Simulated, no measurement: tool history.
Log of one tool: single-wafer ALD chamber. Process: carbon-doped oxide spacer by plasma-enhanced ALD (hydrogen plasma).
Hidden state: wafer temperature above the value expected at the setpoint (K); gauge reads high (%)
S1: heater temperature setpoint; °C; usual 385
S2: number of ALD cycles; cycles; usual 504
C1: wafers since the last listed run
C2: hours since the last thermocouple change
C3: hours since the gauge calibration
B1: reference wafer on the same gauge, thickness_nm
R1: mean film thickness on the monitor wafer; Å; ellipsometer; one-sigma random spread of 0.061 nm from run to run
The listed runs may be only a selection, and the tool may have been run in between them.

Run 1, hour 0.0: usual settings but S2 566 cycles; C1 0; C2 2011.5; C3 562.4; B1 28.614. Result: R1 273.77 Å.
Run 2, hour 38.9: usual settings but S2 566 cycles; C1 26; C2 2050.4; C3 601.3; B1 28.596. Result: R1 273.78 Å.
Run 3, hour 121.6: usual settings but S2 566 cycles; C1 55; C2 2133.1; C3 684.0; B1 28.598. Result: R1 272.98 Å.
Run 4, hour 173.5: usual settings; C1 34; C2 2185.0; C3 735.9; B1 28.593. Result: R1 243.01 Å.
Run 5, hour 266.6: usual settings; C1 62; C2 2278.1; C3 829.0; B1 28.641. Result: R1 243.57 Å.
Run 6, hour 371.8: usual settings; C1 70; C2 2383.3; C3 934.2; B1 28.599. Result: R1 244.26 Å.
Run 7, hour 432.9: usual settings; C1 40; C2 2444.4; C3 995.3; B1 28.588. Result: R1 243.41 Å.
Run 8, hour 529.0: usual settings; C1 64; C2 2540.5; C3 1091.4; B1 28.591. Result: R1 243.91 Å.
Run 9, hour 625.9: usual settings; C1 64; C2 2637.4; C3 1188.3; B1 28.593. Result: R1 244.48 Å.
Run 10, hour 720.8: usual settings; C1 63; C2 2732.3; C3 1283.2; B1 28.617. Result: R1 243.13 Å.
Run 11, hour 815.0: usual settings but S1 377 °C, S2 544 cycles; C1 63; C2 2826.5; C3 1377.4; B1 28.627. Result: R1 262.85 Å.
Run 12, hour 878.6: usual settings but S2 426 cycles; C1 42; C2 2890.1; C3 1441.0; B1 28.603. Result: R1 206.83 Å.
At hour 901.4: gauge calibrated.
At hour 920.4: thermocouple changed; heater temperature recalibrated.
Run 13, hour 968.8: usual settings; C1 55; C2 48.4; C3 67.4; B1 28.608. Result: R1 243.26 Å.
Run 14, hour 1071.3: usual settings but S1 378 °C, S2 588 cycles; C1 68; C2 150.9; C3 169.9; B1 28.580. Result: R1 283.50 Å.
Run 15, hour 1125.9: usual settings but S1 391 °C, S2 456 cycles; C1 36; C2 205.5; C3 224.5; B1 28.631. Result: R1 220.14 Å.
Run 16, hour 1172.2: usual settings but S1 392 °C, S2 451 cycles; C1 31; C2 251.8; C3 270.8; B1 28.592. Result: R1 218.01 Å.
Run 17, hour 1226.1: usual settings but S1 399 °C, S2 596 cycles; C1 36; C2 305.7; C3 324.7; B1 28.621. Result: R1 287.92 Å.
Run 18, hour 1320.6: usual settings but S1 395 °C, S2 589 cycles; C1 63; C2 400.2; C3 419.2; B1 28.566. Result: R1 285.19 Å.
Run 19, hour 1423.7: usual settings but S1 373 °C, S2 437 cycles; C1 69; C2 503.3; C3 522.3; B1 28.585. Result: R1 211.00 Å.
Run 20, hour 1527.6: usual settings but S1 370 °C, S2 530 cycles; C1 69; C2 607.2; C3 626.2; B1 28.557. Result: R1 256.18 Å.
Run 21, hour 1618.9: usual settings; C1 61; C2 698.5; C3 717.5; B1 28.606. Result: R1 243.55 Å.
Run 22, hour 1691.2: usual settings but S1 373 °C; C1 48; C2 770.8; C3 789.8; B1 28.611. Result: R1 243.34 Å.
Run 23, hour 1747.5: usual settings but S1 399 °C, S2 554 cycles; C1 37; C2 827.1; C3 846.1; B1 28.605. Result: R1 267.73 Å.
Run 24, hour 1839.0: usual settings but S1 373 °C; C1 61; C2 918.6; C3 937.6; B1 28.609. Result: R1 243.30 Å.
Run 25, hour 1884.4: usual settings but S1 378 °C; C1 30; C2 964.0; C3 983.0; B1 28.581. Result: R1 243.16 Å.
Run 26, hour 1970.8: usual settings but S1 395 °C, S2 539 cycles; C1 57; C2 1050.4; C3 1069.4; B1 28.604. Result: R1 259.85 Å.

What differs in the tool's unlogged condition from the final listed run ahead of each entry between runs to the first listed run following it?
From run 12 to run 13: gauge calibrated (hour 901.4); thermocouple changed; heater temperature recalibrated (hour 920.4)
  no hidden state differs between the two runs
